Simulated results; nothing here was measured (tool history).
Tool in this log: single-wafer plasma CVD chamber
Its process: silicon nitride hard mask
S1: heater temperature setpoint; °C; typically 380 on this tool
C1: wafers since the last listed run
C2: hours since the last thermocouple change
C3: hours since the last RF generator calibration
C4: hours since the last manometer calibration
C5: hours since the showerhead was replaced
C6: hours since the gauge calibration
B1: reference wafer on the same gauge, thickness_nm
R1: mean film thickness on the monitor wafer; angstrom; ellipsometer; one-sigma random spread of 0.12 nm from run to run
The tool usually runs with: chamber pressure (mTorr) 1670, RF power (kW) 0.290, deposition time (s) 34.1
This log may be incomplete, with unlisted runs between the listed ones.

Run 1, hour 0.0: usual settings; C1 0; C2 2034.6; C3 1570.5; C4 1226.5; C5 3057.5; C6 708.5; B1 44.165. Result: R1 360.12 angstrom.
Run 2, hour 66.2: usual settings; C1 1155; C2 2100.8; C3 1636.7; C4 1292.7; C5 3123.7; C6 774.7; B1 44.183. Result: R1 360.56 angstrom.
Run 3, hour 115.9: usual settings; C1 867; C2 2150.5; C3 1686.4; C4 1342.4; C5 3173.4; C6 824.4; B1 44.150. Result: R1 359.96 angstrom.
Run 4, hour 164.6: usual settings; C1 849; C2 2199.2; C3 1735.1; C4 1391.1; C5 3222.1; C6 873.1; B1 44.189. Result: R1 360.35 angstrom.
Run 5, hour 249.8: usual settings; C1 1486; C2 2284.4; C3 1820.3; C4 1476.3; C5 3307.3; C6 958.3; B1 44.216. Result: R1 358.65 angstrom.
Run 6, hour 290.0: usual settings; C1 701; C2 2324.6; C3 1860.5; C4 1516.5; C5 3347.5; C6 998.5; B1 44.186. Result: R1 358.52 angstrom.
Run 7, hour 337.0: usual settings; C1 820; C2 2371.6; C3 1907.5; C4 1563.5; C5 3394.5; C6 1045.5; B1 44.209. Result: R1 361.38 angstrom.
Run 8, hour 396.4: usual settings; C1 1036; C2 2431.0; C3 1966.9; C4 1622.9; C5 3453.9; C6 1104.9; B1 44.204. Result: R1 356.62 angstrom.
Run 9, hour 486.5: usual settings; C1 1572; C2 2521.1; C3 2057.0; C4 1713.0; C5 3544.0; C6 1195.0; B1 44.276. Result: R1 357.66 angstrom.

Estimate the outcome of run 10 from the log above:
At hour 541.5: showerhead replaced.
Run 10, hour 542.0: usual settings but chamber pressure (mTorr) 1940; C1 828; C2 2576.6; C3 2112.5; C4 1768.5; C5 0.5; C6 1250.5; B1 ?. Result: R1 ?.

Logged for run 10: B1 44.191, R1 372.74 angstrom.
With no hidden state in the tool, this same run would have given R1 386.26 angstrom.
